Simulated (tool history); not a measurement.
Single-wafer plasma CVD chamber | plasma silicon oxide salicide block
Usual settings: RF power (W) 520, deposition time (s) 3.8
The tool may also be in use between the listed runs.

run    hour  RF power (W)  deposition time (s)  read-back reference wafer on the same gauge, thickness_nm  mean film thickness on the monitor wafer (Å)
  1       0           520                  3.8                                                     32.434                                         394.1
  2    83.2           520                  3.8                                                     32.385                                        394.22
  3   168.4           520                  3.8                                                     32.403                                        393.95
  4   226.9           445                  3.8                                                     32.401                                        383.41
  5   334.4           445                  3.8                                                     32.382                                        383.99
  6   441.3           445                  3.8                                                     32.386                                        383.13
  7   536.3           520                  3.8                                                     32.439                                        394.59
  8   604.3           520                 4.04                                                     32.433                                        417.84
  9   711.3           520                 4.04                                                     32.373                                        419.64
 10   804.6           520                  3.8                                                     32.421                                         392.9
 11   849.9           520                  3.8                                                     32.446                                        397.35
 12   924.9           520                  3.8                                                     32.431                                        395.89
     1002.8  -- RF generator calibrated
 13  1015.4           520                 3.58                                                      32.41                                        377.05
 14  1059.9           520                  3.8                                                     32.378                                        400.05
 15  1161.2           520                  3.8                                                      32.34                                        400.17
 16    1217           520                  3.8                                                     32.441                                        398.53
 17  1255.9           565                  3.8                                                     32.374                                        404.59
 18    1348           565                  3.8                                                     32.411                                        405.77
 19  1445.5           480                 3.57                                                     32.371                                        365.89

Run 20 comes next. What will it give?
 20  1529.9           520                  3.8                                                          ?                                             ?

Run 20 gave read-back reference wafer on the same gauge, thickness_nm 32.376, mean film thickness on the monitor wafer (Å) 398.08.
Without the tool's hidden state the same run would have given mean film thickness on the monitor wafer (Å) 402.41.

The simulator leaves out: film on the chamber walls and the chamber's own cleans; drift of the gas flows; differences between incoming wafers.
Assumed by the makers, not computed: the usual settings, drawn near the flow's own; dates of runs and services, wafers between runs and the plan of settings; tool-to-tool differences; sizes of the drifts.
